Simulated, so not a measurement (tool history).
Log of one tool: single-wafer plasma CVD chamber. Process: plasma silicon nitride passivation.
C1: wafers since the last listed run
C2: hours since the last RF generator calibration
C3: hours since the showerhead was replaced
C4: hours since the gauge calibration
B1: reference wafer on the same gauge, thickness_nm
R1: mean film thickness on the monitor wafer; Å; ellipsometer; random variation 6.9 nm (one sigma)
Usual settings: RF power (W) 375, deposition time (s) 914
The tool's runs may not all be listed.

Run 1, day 0: usual settings but RF power (W) 395; C1 0; C2 1260.2; C3 5212.1; C4 1308.5; B1 1401.261. Result: R1 12912.52 Å.
Run 2, day 2.296: usual settings but RF power (W) 395; C1 156; C2 1315.3; C3 5267.2; C4 1363.6; B1 1398.513. Result: R1 12969.25 Å.
Run 3, day 4.25: usual settings but RF power (W) 395; C1 133; C2 1362.2; C3 5314.1; C4 1410.5; B1 1399.972. Result: R1 12871.69 Å.
Run 4, day 5.808: usual settings but RF power (W) 435, deposition time (s) 871; C1 106; C2 1399.6; C3 5351.5; C4 1447.9; B1 1401.138. Result: R1 12607.59 Å.
Run 5, day 8.271: usual settings but RF power (W) 435, deposition time (s) 871; C1 167; C2 1458.7; C3 5410.6; C4 1507; B1 1400.451. Result: R1 12655.85 Å.
Run 6, day 11.958: usual settings but RF power (W) 435, deposition time (s) 871; C1 251; C2 1547.2; C3 5499.1; C4 1595.5; B1 1397.992. Result: R1 12650.98 Å.
Run 7, day 15.062: usual settings; C1 211; C2 1621.7; C3 5573.6; C4 1670; B1 1401.993. Result: R1 12581.51 Å.
Run 8, day 19.446: usual settings; C1 298; C2 1726.9; C3 5678.8; C4 1775.2; B1 1398.73. Result: R1 12515.9 Å.
Run 9, day 21.371: usual settings; C1 131; C2 1773.1; C3 5725; C4 1821.4; B1 1396.946. Result: R1 12488.66 Å.
Run 10, day 24.567: usual settings; C1 217; C2 1849.8; C3 5801.7; C4 1898.1; B1 1402.135. Result: R1 12542.11 Å.
Run 11, day 28.721: usual settings; C1 283; C2 1949.5; C3 5901.4; C4 1997.8; B1 1398.71. Result: R1 12539.94 Å.
Run 12, day 34.788: usual settings; C1 413; C2 2095.1; C3 6047; C4 2143.4; B1 1398.301. Result: R1 12601.1 Å.
Run 13, day 36.517: usual settings; C1 117; C2 2136.6; C3 6088.5; C4 2184.9; B1 1397.907. Result: R1 12577.28 Å.
Run 14, day 40.221: usual settings; C1 252; C2 2225.5; C3 6177.4; C4 2273.8; B1 1400.532. Result: R1 12458.83 Å.
Run 15, day 41.996: usual settings; C1 121; C2 2268.1; C3 6220; C4 2316.4; B1 1403.654. Result: R1 12282.32 Å.
At day 43.646: RF generator calibrated.
Run 16, day 44.421: usual settings; C1 142; C2 18.6; C3 6278.2; C4 2374.6; B1 1398.769. Result: R1 12832.9 Å.
Run 17, day 47.6: usual settings; C1 216; C2 94.9; C3 6354.5; C4 2450.9; B1 1400.451. Result: R1 12765.28 Å.
At day 49.654: gauge calibrated.
Run 18, day 57.479: usual settings but RF power (W) 435, deposition time (s) 871; C1 673; C2 332; C3 6591.6; C4 187.8; B1 1399.774. Result: R1 12902 Å.
Run 19, day 61.408: usual settings but RF power (W) 405, deposition time (s) 1048; C1 268; C2 426.3; C3 6685.9; C4 282.1; B1 1400.682. Result: R1 15112.25 Å.
Run 20, day 63.088: usual settings but RF power (W) 325, deposition time (s) 772; C1 114; C2 466.6; C3 6726.2; C4 322.4; B1 1398.758. Result: R1 10235.5 Å.
Run 21, day 66.592: usual settings; C1 239; C2 550.7; C3 6810.3; C4 406.5; B1 1400.517. Result: R1 12638.94 Å.
Run 22, day 69.283: usual settings but RF power (W) 440, deposition time (s) 1005; C1 183; C2 615.3; C3 6874.9; C4 471.1; B1 1400.03. Result: R1 14805.9 Å.
Run 23, day 72.208: usual settings; C1 199; C2 685.5; C3 6945.1; C4 541.3; B1 1401.1. Result: R1 12801.76 Å.
Run 24, day 76.233: usual settings; C1 274; C2 782.1; C3 7041.7; C4 637.9; B1 1402.731. Result: R1 12782.9 Å.
Run 25, day 79.838: usual settings but RF power (W) 355, deposition time (s) 984; C1 245; C2 868.6; C3 7128.2; C4 724.4; B1 1401.862. Result: R1 13423.81 Å.
At day 80.475: showerhead replaced, of another model than before.
Run 26, day 81.771: usual settings but RF power (W) 335, deposition time (s) 796; C1 109; C2 915; C3 31.1; C4 770.8; B1 1398.27. Result: R1 10871.33 Å.
Run 27, day 86.083: usual settings but RF power (W) 355, deposition time (s) 1093; C1 294; C2 1018.5; C3 134.6; C4 874.3; B1 1400.786. Result: R1 15109.67 Å.
Run 28, day 89.212: usual settings but deposition time (s) 834; C1 213; C2 1093.6; C3 209.7; C4 949.4; B1 1398.884. Result: R1 11738 Å.
Run 29, day 92.692: usual settings but RF power (W) 325, deposition time (s) 735; C1 237; C2 1177.1; C3 293.2; C4 1032.9; B1 1400.26. Result: R1 10008.34 Å.
Run 30, day 96.808: usual settings but RF power (W) 330, deposition time (s) 985; C1 280; C2 1275.9; C3 392; C4 1131.7; B1 1404.001. Result: R1 13535.31 Å.
Run 31, day 98.858: usual settings but RF power (W) 320, deposition time (s) 1041; C1 139; C2 1325.1; C3 441.2; C4 1180.9; B1 1398.594. Result: R1 14140.14 Å.

The next listed run, before its measurement:
Run 32, day 101.212: usual settings but RF power (W) 430, deposition time (s) 1087; C1 160; C2 1381.6; C3 497.7; C4 1237.4; B1 ?. Result: R1 ?.

{"run 32": {"B1": 1400.555, "R1": 15617.6}}
Without the tool's hidden state the same run would have given R1 15705.3 Å.

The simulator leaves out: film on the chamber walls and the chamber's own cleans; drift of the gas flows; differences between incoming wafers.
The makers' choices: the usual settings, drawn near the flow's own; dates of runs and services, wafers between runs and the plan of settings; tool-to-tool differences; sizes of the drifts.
